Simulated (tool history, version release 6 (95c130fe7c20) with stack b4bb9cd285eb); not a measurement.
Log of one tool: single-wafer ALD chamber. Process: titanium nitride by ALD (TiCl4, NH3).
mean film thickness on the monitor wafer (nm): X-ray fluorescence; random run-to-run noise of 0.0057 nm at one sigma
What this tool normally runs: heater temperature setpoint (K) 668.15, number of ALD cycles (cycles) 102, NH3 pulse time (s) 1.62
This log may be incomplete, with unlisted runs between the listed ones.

run     day  heater temperature setpoint (K)  number of ALD cycles (cycles)  NH3 pulse time (s)  wafers since the last listed run  hours since the last thermocouple change  hours since the showerhead was replaced  hours since the gauge calibration  read-back reference wafer on the same gauge, thickness_nm  mean film thickness on the monitor wafer (nm)
  1   0.000                           668.15                            102                1.62                                 0                                    2302.3                                   6156.6                              243.4                                                      2.035                                          2.253
  2   0.996                           668.15                            102                1.62                                62                                    2326.2                                   6180.5                              267.3                                                      2.036                                          2.254
  3   2.100                           668.15                            102                1.62                                69                                    2352.7                                   6207.0                              293.8                                                      2.034                                          2.242
  4   2.725                           679.15                            102                1.62                                39                                    2367.7                                   6222.0                              308.8                                                      2.033                                          2.281
  5   4.183                           668.15                            102                1.62                                91                                    2402.7                                   6257.0                              343.8                                                      2.030                                          2.246
  6   5.088                           658.15                            102                1.62                                56                                    2424.4                                   6278.7                              365.5                                                      2.031                                          2.225
  7   6.121                           658.15                            102                1.62                                65                                    2449.2                                   6303.5                              390.3                                                      2.028                                          2.237
  8   6.662                           658.15                            102                1.62                                34                                    2462.2                                   6316.5                              403.3                                                      2.031                                          2.229
  9   7.812                           668.15                            102                1.46                                72                                    2489.8                                   6344.1                              430.9                                                      2.027                                          2.238
 10   8.429                           668.15                            102                1.46                                38                                    2504.6                                   6358.9                              445.7                                                      2.028                                          2.233
 11   9.850                           668.15                            102                1.62                                89                                    2538.7                                   6393.0                              479.8                                                      2.026                                          2.249
 12  11.067                           668.15                            102                1.62                                76                                    2567.9                                   6422.2                              509.0                                                      2.025                                          2.249
 13  11.692                           668.15                            102                1.62                                39                                    2582.9                                   6437.2                              524.0                                                      2.026                                          2.247
 14  12.208                           668.15                            102                1.62                                32                                    2595.3                                   6449.6                              536.4                                                      2.026                                          2.243
     12.608  -- gauge calibrated
 15  13.329                           668.15                            102                1.62                                70                                    2622.2                                   6476.5                               17.3                                                      2.065                                          2.285
 16  14.338                           668.15                            102                1.62                                63                                    2646.4                                   6500.7                               41.5                                                      2.061                                          2.281
 17  15.225                           668.15                            102                1.62                                55                                    2667.7                                   6522.0                               62.8                                                      2.058                                          2.285
     16.229  -- showerhead replaced
 18  16.258                           668.15                            102                1.62                                44                                    2692.5                                      0.7                               87.6                                                      2.051                                          2.280
 19  16.871                           668.15                             83                1.62                                38                                    2707.2                                     15.4                              102.3                                                      2.049                                          1.839
 20  17.617                           668.15                             90                1.62                                46                                    2725.1                                     33.3                              120.2                                                      2.047                                          1.998
 21  19.025                           659.15                             83                1.62                                88                                    2758.9                                     67.1                              154.0                                                      2.044                                          1.821
 22  20.375                           677.15                            102                1.97                                85                                    2791.3                                     99.5                              186.4                                                      2.039                                          2.291
     21.558  -- thermocouple changed; heater temperature recalibrated
 23  21.871                           661.15                             84                1.79                                73                                       7.5                                    135.4                              222.3                                                      2.036                                          1.849
 24  22.596                           668.15                            102                1.62                                45                                      24.9                                    152.8                              239.7                                                      2.035                                          2.252
 25  23.612                           677.15                            102                1.97                                64                                      49.3                                    177.2                              264.1                                                      2.033                                          2.286
 26  25.008                           668.15                            120                1.86                                87                                      82.8                                    210.7                              297.6                                                      2.030                                          2.664
 27  25.550                           668.15                            102                1.62                                34                                      95.8                                    223.7                              310.6                                                      2.032                                          2.241
 28  26.442                           668.15                            102                1.62                                56                                     117.2                                    245.1                              332.0                                                      2.030                                          2.250
 29  27.121                           673.15                            102                1.62                                42                                     133.5                                    261.4                              348.3                                                      2.031                                          2.262
 30  27.821                           679.15                            119                1.62                                44                                     150.3                                    278.2                              365.1                                                      2.028                                          2.630
 31  29.054                           668.15                            111                1.93                                77                                     179.9                                    307.8                              394.7                                                      2.028                                          2.457
 32  30.392                           663.15                            102                1.08                                84                                     212.0                                    339.9                              426.8                                                      2.026                                          2.180
 33  31.742                           668.15                             83                1.62                                85                                     244.4                                    372.3                              459.2                                                      2.024                                          1.821

Predict each of these 4 candidate next runs independently; none follows another, all start after run 33:
  A  31.767                           668.15                            102                1.62                                 1                                     245.0                                    372.9                              459.8                                                          ?                                              ?
  B  31.767                           673.15                            120                1.12                                 1                                     245.0                                    372.9                              459.8                                                          ?                                              ?
  C  31.767                           654.15                             88                1.23                                 1                                     245.0                                    372.9                              459.8                                                          ?                                              ?
  D  31.767                           663.15                            109                1.21                                 1                                     245.0                                    372.9                              459.8                                                          ?                                              ?

run  read-back reference wafer on the same gauge, thickness_nm  mean film thickness on the monitor wafer (nm)
  A                                                      2.026                                          2.244
  B                                                      2.026                                          2.608
  C                                                      2.026                                          1.877
  D                                                      2.026                                          2.350
With the hidden condition removed and each run's random variation left untouched, the same runs would have given:
run  mean film thickness on the monitor wafer (nm)
  A                                          2.293
  B                                          2.666
  C                                          1.919
  D                                          2.401

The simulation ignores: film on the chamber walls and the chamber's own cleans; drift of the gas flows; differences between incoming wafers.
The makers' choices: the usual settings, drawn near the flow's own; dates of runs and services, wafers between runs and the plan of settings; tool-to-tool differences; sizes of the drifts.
